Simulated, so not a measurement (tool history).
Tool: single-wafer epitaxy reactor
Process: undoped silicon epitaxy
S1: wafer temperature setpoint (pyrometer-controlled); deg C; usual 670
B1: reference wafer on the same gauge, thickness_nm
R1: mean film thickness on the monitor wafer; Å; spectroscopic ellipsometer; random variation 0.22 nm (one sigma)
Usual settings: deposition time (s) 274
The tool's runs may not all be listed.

Run 1, hour 0: usual settings; B1 66.929. Result: R1 746.23 Å.
Run 2, hour 54: usual settings; B1 66.929. Result: R1 746.96 Å.
Run 3, hour 92.5: usual settings; B1 66.834. Result: R1 749 Å.
Run 4, hour 148: usual settings; B1 66.944. Result: R1 749.67 Å.
Run 5, hour 226.1: usual settings but S1 679 deg C; B1 66.923. Result: R1 886.19 Å.
Run 6, hour 343.3: usual settings but S1 679 deg C; B1 66.925. Result: R1 885.52 Å.
Run 7, hour 434: usual settings but S1 679 deg C; B1 66.914. Result: R1 881.43 Å.
Run 8, hour 524.8: usual settings; B1 66.959. Result: R1 748.2 Å.
Run 9, hour 848.4: usual settings; B1 66.858. Result: R1 751.76 Å.
Run 10, hour 887.3: usual settings but S1 681 deg C, deposition time (s) 228; B1 66.897. Result: R1 764.56 Å.
At hour 957.3: gauge calibrated.
Run 11, hour 960.3: usual settings but S1 666 deg C, deposition time (s) 324; B1 66.926. Result: R1 826.58 Å.
At hour 991.6: pyrometer calibrated.
Run 12, hour 1002.1: usual settings but S1 655 deg C, deposition time (s) 320; B1 66.901. Result: R1 650.18 Å.
Run 13, hour 1055.4: usual settings but deposition time (s) 298; B1 66.892. Result: R1 800.43 Å.
Run 14, hour 1212.1: usual settings but S1 663 deg C, deposition time (s) 233; B1 66.913. Result: R1 552.46 Å.
Run 15, hour 1279.5: usual settings but S1 681 deg C, deposition time (s) 228; B1 66.917. Result: R1 753.32 Å.
Run 16, hour 1339.2: usual settings but S1 662 deg C, deposition time (s) 316; B1 66.937. Result: R1 740.62 Å.

Run 17 comes next. What will it give?
Run 17, hour 1407.3: usual settings but S1 655 deg C, deposition time (s) 247; B1 ?. Result: R1 ?.

B1: 66.914
R1: 508.09 Å
Without the tool's hidden state the same run would have given R1 502.57 Å.

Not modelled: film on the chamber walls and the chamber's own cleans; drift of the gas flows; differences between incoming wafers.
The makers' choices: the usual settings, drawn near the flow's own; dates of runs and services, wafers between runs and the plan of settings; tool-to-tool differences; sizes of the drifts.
